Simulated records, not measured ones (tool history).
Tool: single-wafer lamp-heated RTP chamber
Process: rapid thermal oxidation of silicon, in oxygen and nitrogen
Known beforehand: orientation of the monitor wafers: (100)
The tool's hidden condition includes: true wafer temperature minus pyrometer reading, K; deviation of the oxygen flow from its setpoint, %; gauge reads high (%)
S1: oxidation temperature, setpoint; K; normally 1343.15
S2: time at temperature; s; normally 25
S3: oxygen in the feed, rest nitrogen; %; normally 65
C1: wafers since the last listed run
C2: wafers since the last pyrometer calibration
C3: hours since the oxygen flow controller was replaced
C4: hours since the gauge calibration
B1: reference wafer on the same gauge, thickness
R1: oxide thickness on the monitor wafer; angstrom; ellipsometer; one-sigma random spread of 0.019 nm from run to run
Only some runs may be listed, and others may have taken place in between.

| run | hour | S1 | S2 | S3 | C1 | C2 | C3 | C4 | B1 | R1 |
|---|---|---|---|---|---|---|---|---|---|---|
| 1 | 0.0 | 1355.15 | 25 | 65 | 0 | 3658 | 4558.4 | 735.4 | 4.785 | 63.01 |
|  | 20.7 | pyrometer window cleaned and pyrometer calibrated |
| 2 | 57.5 | 1343.15 | 25 | 53 | 785 | 583 | 4615.9 | 792.9 | 4.780 | 53.42 |
| 3 | 145.0 | 1343.15 | 25 | 53 | 1388 | 1972 | 4703.4 | 880.4 | 4.776 | 53.87 |
| 4 | 241.3 | 1343.15 | 25 | 53 | 1528 | 3501 | 4799.7 | 976.7 | 4.779 | 53.74 |
|  | 279.7 | pyrometer window cleaned and pyrometer calibrated |
| 5 | 529.0 | 1343.15 | 25 | 65 | 4439 | 3956 | 5087.4 | 1264.4 | 4.779 | 58.13 |
|  | 548.2 | pyrometer window cleaned and pyrometer calibrated |
| 6 | 630.8 | 1343.15 | 25 | 65 | 1488 | 1311 | 5189.2 | 1366.2 | 4.782 | 57.51 |
| 7 | 703.4 | 1343.15 | 25 | 65 | 1152 | 2464 | 5261.8 | 1438.8 | 4.777 | 57.56 |
|  | 711.4 | oxygen flow controller replaced |
| 8 | 791.6 | 1343.15 | 25 | 65 | 1273 | 3737 | 80.2 | 1527.0 | 4.776 | 57.99 |
|  | 820.3 | pyrometer window cleaned and pyrometer calibrated |
|  | 841.3 | gauge calibrated |
| 9 | 872.6 | 1343.15 | 25 | 65 | 1158 | 830 | 161.2 | 31.3 | 4.777 | 57.40 |
| 10 | 974.3 | 1343.15 | 25 | 65 | 1614 | 2445 | 262.9 | 133.0 | 4.778 | 57.69 |

What will run 11 give?
| 11 | 1028.8 | 1343.15 | 34 | 37 | 865 | 3310 | 317.4 | 187.5 | ? | ? |

{"run 11": {"B1": 4.781, "R1": 54.31}}
On a tool with no hidden condition, and with the same random variation, this run would have come out at R1 53.41 angstrom.
